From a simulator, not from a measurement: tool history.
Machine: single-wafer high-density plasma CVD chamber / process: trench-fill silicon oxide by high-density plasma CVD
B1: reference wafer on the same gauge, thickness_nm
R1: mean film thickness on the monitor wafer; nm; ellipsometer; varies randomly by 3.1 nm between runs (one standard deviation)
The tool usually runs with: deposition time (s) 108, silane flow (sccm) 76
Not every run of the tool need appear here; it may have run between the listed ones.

{"run": 1, "hour": 0.0, "deposition time (s)": 108, "silane flow (sccm)": 76, "B1": 789.562, "R1": 787.37}
{"run": 2, "hour": 8.4, "deposition time (s)": 94, "silane flow (sccm)": 76, "B1": 788.16, "R1": 691.492}
{"run": 3, "hour": 23.0, "deposition time (s)": 124, "silane flow (sccm)": 67, "B1": 789.672, "R1": 829.663}
{"run": 4, "hour": 29.6, "deposition time (s)": 124, "silane flow (sccm)": 67, "B1": 788.475, "R1": 832.642}
{"run": 5, "hour": 43.4, "deposition time (s)": 113, "silane flow (sccm)": 76, "B1": 790.349, "R1": 822.812}
{"run": 6, "hour": 58.3, "deposition time (s)": 113, "silane flow (sccm)": 76, "B1": 789.147, "R1": 829.793}
{"run": 7, "hour": 67.8, "deposition time (s)": 108, "silane flow (sccm)": 76, "B1": 789.344, "R1": 799.494}
{"run": 8, "hour": 73.9, "deposition time (s)": 108, "silane flow (sccm)": 76, "B1": 788.245, "R1": 788.103}
{"run": 9, "hour": 90.2, "deposition time (s)": 108, "silane flow (sccm)": 76, "B1": 788.586, "R1": 795.242}
{"run": 10, "hour": 108.0, "deposition time (s)": 108, "silane flow (sccm)": 76, "B1": 788.179, "R1": 793.999}
{"run": 11, "hour": 116.0, "deposition time (s)": 123, "silane flow (sccm)": 76, "B1": 790.643, "R1": 902.091}
{"hour": 134.0, "done": "silane flow controller replaced"}
{"run": 12, "hour": 134.5, "deposition time (s)": 108, "silane flow (sccm)": 76, "B1": 787.708, "R1": 792.74}
{"hour": 136.2, "done": "gauge calibrated"}
{"run": 13, "hour": 140.5, "deposition time (s)": 108, "silane flow (sccm)": 76, "B1": 789.15, "R1": 788.749}
{"run": 14, "hour": 152.7, "deposition time (s)": 108, "silane flow (sccm)": 76, "B1": 788.178, "R1": 788.324}
{"run": 15, "hour": 162.8, "deposition time (s)": 108, "silane flow (sccm)": 76, "B1": 788.299, "R1": 790.657}
{"run": 16, "hour": 178.7, "deposition time (s)": 114, "silane flow (sccm)": 76, "B1": 788.804, "R1": 831.7}
{"run": 17, "hour": 187.3, "deposition time (s)": 116, "silane flow (sccm)": 76, "B1": 789.229, "R1": 853.608}
{"run": 18, "hour": 201.2, "deposition time (s)": 116, "silane flow (sccm)": 76, "B1": 788.969, "R1": 846.733}
{"run": 19, "hour": 215.1, "deposition time (s)": 122, "silane flow (sccm)": 67, "B1": 790.296, "R1": 811.065}
{"run": 20, "hour": 222.0, "deposition time (s)": 121, "silane flow (sccm)": 81, "B1": 790.75, "R1": 934.699}
{"run": 21, "hour": 228.2, "deposition time (s)": 121, "silane flow (sccm)": 68, "B1": 788.795, "R1": 817.361}
{"run": 22, "hour": 239.7, "deposition time (s)": 108, "silane flow (sccm)": 70, "B1": 788.283, "R1": 744.794}
{"run": 23, "hour": 260.8, "deposition time (s)": 129, "silane flow (sccm)": 76, "B1": 788.682, "R1": 940.268}
{"run": 24, "hour": 267.7, "deposition time (s)": 124, "silane flow (sccm)": 67, "B1": 788.453, "R1": 828.71}
{"run": 25, "hour": 279.3, "deposition time (s)": 117, "silane flow (sccm)": 66, "B1": 789.333, "R1": 773.937}
{"run": 26, "hour": 287.3, "deposition time (s)": 108, "silane flow (sccm)": 70, "B1": 790.075, "R1": 743.113}
{"run": 27, "hour": 298.2, "deposition time (s)": 108, "silane flow (sccm)": 76, "B1": 788.549, "R1": 787.705}
{"run": 28, "hour": 311.2, "deposition time (s)": 129, "silane flow (sccm)": 76, "B1": 789.382, "R1": 948.014}
{"run": 29, "hour": 323.4, "deposition time (s)": 95, "silane flow (sccm)": 70, "B1": 788.129, "R1": 650.08}
{"run": 30, "hour": 340.2, "deposition time (s)": 89, "silane flow (sccm)": 86, "B1": 789.113, "R1": 716.592}
{"run": 31, "hour": 349.8, "deposition time (s)": 121, "silane flow (sccm)": 76, "B1": 789.807, "R1": 884.832}
{"run": 32, "hour": 360.0, "deposition time (s)": 115, "silane flow (sccm)": 76, "B1": 788.814, "R1": 844.335}
{"run": 33, "hour": 377.5, "deposition time (s)": 88, "silane flow (sccm)": 84, "B1": 787.414, "R1": 701.613}
{"run": 34, "hour": 385.7, "deposition time (s)": 108, "silane flow (sccm)": 70, "B1": 788.618, "R1": 747.481}
{"run": 35, "hour": 395.8, "deposition time (s)": 97, "silane flow (sccm)": 68, "B1": 788.406, "R1": 656.906}
{"run": 36, "hour": 402.6, "deposition time (s)": 108, "silane flow (sccm)": 89, "B1": 790.305, "R1": 893.306}

List, for all runs, the conditions of the tool that the log does not record:
delivered silane flow above the setpoint (%): 0 in every run
gauge reads high (%): 0 in every run
